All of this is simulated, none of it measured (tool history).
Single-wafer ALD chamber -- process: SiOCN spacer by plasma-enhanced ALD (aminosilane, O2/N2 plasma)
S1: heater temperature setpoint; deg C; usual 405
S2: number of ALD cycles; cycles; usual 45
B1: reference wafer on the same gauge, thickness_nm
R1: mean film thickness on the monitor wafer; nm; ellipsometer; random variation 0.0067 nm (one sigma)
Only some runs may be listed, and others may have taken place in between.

run 1 hour=0.0 | S1=413 S2=45 | B1=2.921 | R1=2.639
run 2 hour=17.7 | S1=405 S2=49 | B1=2.925 | R1=2.937
run 3 hour=31.2 | S1=405 S2=45 | B1=2.931 | R1=2.700
run 4 hour=59.9 | S1=405 S2=45 | B1=2.939 | R1=2.720
run 5 hour=75.6 | S1=405 S2=45 | B1=2.944 | R1=2.718
run 6 hour=93.2 | S1=405 S2=45 | B1=2.948 | R1=2.707
run 7 hour=124.3 | S1=405 S2=45 | B1=2.953 | R1=2.713
run 8 hour=151.2 | S1=405 S2=45 | B1=2.958 | R1=2.737
run 9 hour=166.2 | S1=405 S2=45 | B1=2.961 | R1=2.723
run 10 hour=196.6 | S1=405 S2=45 | B1=2.966 | R1=2.725
run 11 hour=232.2 | S1=410 S2=45 | B1=2.971 | R1=2.704
run 12 hour=258.9 | S1=410 S2=45 | B1=2.972 | R1=2.698
run 13 hour=289.6 | S1=410 S2=45 | B1=2.977 | R1=2.699
run 14 hour=320.2 | S1=416 S2=50 | B1=2.979 | R1=2.960
run 15 hour=350.9 | S1=391 S2=45 | B1=2.980 | R1=2.792
run 16 hour=379.0 | S1=415 S2=49 | B1=2.984 | R1=2.913
-- hour=406.1 thermocouple changed; heater temperature recalibrated
run 17 hour=406.6 | S1=395 S2=53 | B1=2.985 | R1=3.285
run 18 hour=426.2 | S1=413 S2=41 | B1=2.985 | R1=2.451
run 19 hour=450.1 | S1=405 S2=50 | B1=2.984 | R1=3.066
run 20 hour=479.8 | S1=405 S2=45 | B1=2.988 | R1=2.745
run 21 hour=557.0 | S1=391 S2=45 | B1=2.988 | R1=2.803
-- hour=568.6 gauge calibrated
run 22 hour=588.0 | S1=394 S2=45 | B1=2.925 | R1=2.724
run 23 hour=607.1 | S1=398 S2=45 | B1=2.931 | R1=2.740
run 24 hour=631.8 | S1=405 S2=45 | B1=2.936 | R1=2.701
run 25 hour=656.8 | S1=405 S2=39 | B1=2.945 | R1=2.351
run 26 hour=677.3 | S1=391 S2=40 | B1=2.950 | R1=2.454
run 27 hour=704.7 | S1=395 S2=41 | B1=2.955 | R1=2.525
run 28 hour=734.6 | S1=395 S2=38 | B1=2.961 | R1=2.334
run 29 hour=760.3 | S1=412 S2=48 | B1=2.964 | R1=2.862

What if the next run were any one of these 4? Each begins from the tool's condition after run 29:
run A hour=760.8 | S1=405 S2=45 | B1=? | R1=?
run B hour=760.8 | S1=397 S2=51 | B1=? | R1=?
run C hour=760.8 | S1=411 S2=41 | B1=? | R1=?
run D hour=760.8 | S1=392 S2=36 | B1=? | R1=?

run=A B1=2.965 R1=2.740
run=B B1=2.965 R1=3.153
run=C B1=2.965 R1=2.457
run=D B1=2.965 R1=2.226
With the hidden condition removed and each run's random variation left untouched, the same runs would have given:
run=A R1=2.699
run=B R1=3.106
run=C R1=2.420
run=D R1=2.192
